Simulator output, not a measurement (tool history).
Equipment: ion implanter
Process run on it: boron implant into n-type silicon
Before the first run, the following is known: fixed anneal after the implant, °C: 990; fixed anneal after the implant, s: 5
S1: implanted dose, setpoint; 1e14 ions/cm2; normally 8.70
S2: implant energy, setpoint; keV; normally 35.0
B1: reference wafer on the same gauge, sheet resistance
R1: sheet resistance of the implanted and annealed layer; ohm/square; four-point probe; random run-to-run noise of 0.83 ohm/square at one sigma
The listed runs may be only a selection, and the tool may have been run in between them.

| run | hour | S1 | S2 | B1 | R1 |
|---|---|---|---|---|---|
| 1 | 0.0 | 7.70 | 35.0 | 119.20 | 158.67 |
| 2 | 14.3 | 8.70 | 35.0 | 118.96 | 144.44 |
| 3 | 49.1 | 8.70 | 35.0 | 119.17 | 143.46 |
| 4 | 81.9 | 9.58 | 40.5 | 118.81 | 132.70 |
| 5 | 95.9 | 9.58 | 40.5 | 118.79 | 132.28 |
| 6 | 128.4 | 9.58 | 40.5 | 119.08 | 132.71 |
| 7 | 157.9 | 8.70 | 35.0 | 118.95 | 143.23 |
| 8 | 185.5 | 8.70 | 35.0 | 118.99 | 143.05 |
| 9 | 218.0 | 8.70 | 35.0 | 119.01 | 143.69 |
|  | 225.7 | gauge calibrated |
| 10 | 246.3 | 8.70 | 35.0 | 119.06 | 141.64 |
| 11 | 275.2 | 8.70 | 38.0 | 119.01 | 142.51 |
| 12 | 302.6 | 8.70 | 35.0 | 119.29 | 143.14 |
| 13 | 318.5 | 8.70 | 35.0 | 119.06 | 142.00 |
| 14 | 353.4 | 8.70 | 35.0 | 119.09 | 145.21 |
| 15 | 384.4 | 8.70 | 39.0 | 119.06 | 142.57 |
| 16 | 401.2 | 8.70 | 35.0 | 118.82 | 142.73 |
| 17 | 420.5 | 8.70 | 35.0 | 119.02 | 144.05 |
| 18 | 434.3 | 7.18 | 40.5 | 118.86 | 167.32 |
| 19 | 463.2 | 8.70 | 44.0 | 118.89 | 140.54 |
| 20 | 483.5 | 6.61 | 35.0 | 119.02 | 180.30 |
| 21 | 500.7 | 6.56 | 45.5 | 119.17 | 177.26 |
| 22 | 519.6 | 8.70 | 35.0 | 119.08 | 141.81 |
|  | 543.9 | Faraday cup replaced and dose calibrated |
| 23 | 544.4 | 9.58 | 40.5 | 119.07 | 132.47 |
| 24 | 606.4 | 8.70 | 35.0 | 119.26 | 141.63 |
| 25 | 630.3 | 8.70 | 35.0 | 119.16 | 142.54 |
| 26 | 643.9 | 9.54 | 24.0 | 118.64 | 136.45 |
| 27 | 672.0 | 10.03 | 35.0 | 118.86 | 127.29 |
| 28 | 705.8 | 9.77 | 40.0 | 119.08 | 130.75 |
| 29 | 740.0 | 9.37 | 35.0 | 118.99 | 133.79 |
|  | 756.1 | extraction supply calibrated |
| 30 | 768.8 | 8.70 | 27.5 | 119.30 | 143.59 |
| 31 | 797.5 | 10.98 | 40.0 | 118.79 | 119.98 |
| 32 | 873.2 | 8.70 | 41.0 | 118.76 | 142.55 |
| 33 | 903.2 | 8.70 | 35.0 | 118.67 | 143.57 |
| 34 | 919.0 | 10.58 | 43.5 | 118.60 | 121.29 |
| 35 | 968.4 | 7.52 | 45.0 | 119.04 | 158.52 |
| 36 | 997.6 | 8.70 | 35.0 | 119.15 | 143.61 |
| 37 | 1019.5 | 8.70 | 35.0 | 118.96 | 143.33 |

Predict each of these 4 candidate next runs independently; none follows another, all start after run 37:
| A | 1019.9 | 8.70 | 23.5 | ? | ? |
| B | 1019.9 | 7.89 | 26.0 | ? | ? |
| C | 1019.9 | 11.08 | 31.0 | ? | ? |
| D | 1019.9 | 6.93 | 43.5 | ? | ? |

| run | B1 | R1 |
|---|---|---|
| A | 119.09 | 145.66 |
| B | 119.09 | 156.64 |
| C | 119.09 | 118.70 |
| D | 119.09 | 170.35 |
What these runs would have given with no unlogged condition in the tool:
| run | R1 |
|---|---|
| A | 145.66 |
| B | 156.64 |
| C | 118.70 |
| D | 170.35 |
